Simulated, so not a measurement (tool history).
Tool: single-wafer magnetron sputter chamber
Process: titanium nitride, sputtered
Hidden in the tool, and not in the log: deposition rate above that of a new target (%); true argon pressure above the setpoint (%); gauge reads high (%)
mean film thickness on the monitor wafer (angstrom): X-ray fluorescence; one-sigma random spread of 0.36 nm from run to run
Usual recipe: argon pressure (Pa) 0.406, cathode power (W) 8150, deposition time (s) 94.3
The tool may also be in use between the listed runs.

run,hour,argon pressure (Pa),cathode power (W),deposition time (s),wafers since the last listed run,wafers on the sputter target,hours since the last manometer calibration,hours since the magnet pack was replaced,hours since the gauge calibration,"read-back reference wafer on the same gauge, thickness_nm",mean film thickness on the monitor wafer (angstrom)
1,0,0.406,8150,82.3,0,6433,296.7,6228.2,1892.5,141.006,1231.55
# hour 15.6: sputter target and shields replaced
2,37.7,0.406,8150,82.3,568,422,334.4,6265.9,1930.2,141.022,1230.09
3,63.1,0.406,8150,94.3,486,909,359.8,6291.3,1955.6,140.911,1413.57
4,90.2,0.406,8150,94.3,519,1428,386.9,6318.4,1982.7,141.033,1402.73
5,127.5,0.406,8150,94.3,714,2142,424.2,6355.7,2020,140.973,1411.43
6,184.7,0.406,8150,94.3,1095,3238,481.4,6412.9,2077.2,140.972,1413.11
7,216,0.406,8150,94.3,599,3838,512.7,6444.2,2108.5,141.024,1409.79
8,246.2,0.406,8150,94.3,578,4416,542.9,6474.4,2138.7,140.984,1408.79
# hour 364: magnet pack replaced
9,423.3,0.406,8150,94.3,3239,7655,720,59.3,2315.8,140.998,1404.18
# hour 460.5: sputter target and shields replaced
10,489.6,0.406,8150,94.3,1116,557,786.3,125.6,2382.1,141.032,1397.38
# hour 543.5: gauge calibrated
11,549,0.287,7150,94.3,1137,1695,845.7,185,5.5,140.99,1290.47
12,587.2,0.406,8150,94.3,731,2427,883.9,223.2,43.7,140.991,1410.57
13,630.5,0.406,8150,94.3,829,3256,927.2,266.5,87,141.02,1400.18
14,704.2,0.406,6650,77.9,1411,4668,1000.9,340.2,160.7,141.031,949.87
15,738.4,0.406,8150,94.3,655,5323,1035.1,374.4,194.9,141.015,1405.39
16,776.5,0.523,7200,104.4,729,6053,1073.2,412.5,233,141.035,1318.45
17,815.3,0.283,8650,106.5,743,6796,1112,451.3,271.8,140.992,1760.61
# hour 876.4: sputter target and shields replaced
18,881.7,0.406,6250,94.3,1118,101,1178.4,517.7,338.2,140.983,1081
19,933.3,0.406,7350,88.4,988,1090,1230,569.3,389.8,141.103,1190.17

The next listed run, before its measurement:
20,980.2,0.406,9050,109.1,898,1988,1276.9,616.2,436.7,?,?

Run 20 produced read-back reference wafer on the same gauge, thickness_nm 141.011, mean film thickness on the monitor wafer (angstrom) 1805.24.
With no hidden state in the tool, this same run would have given mean film thickness on the monitor wafer (angstrom) 1805.24.

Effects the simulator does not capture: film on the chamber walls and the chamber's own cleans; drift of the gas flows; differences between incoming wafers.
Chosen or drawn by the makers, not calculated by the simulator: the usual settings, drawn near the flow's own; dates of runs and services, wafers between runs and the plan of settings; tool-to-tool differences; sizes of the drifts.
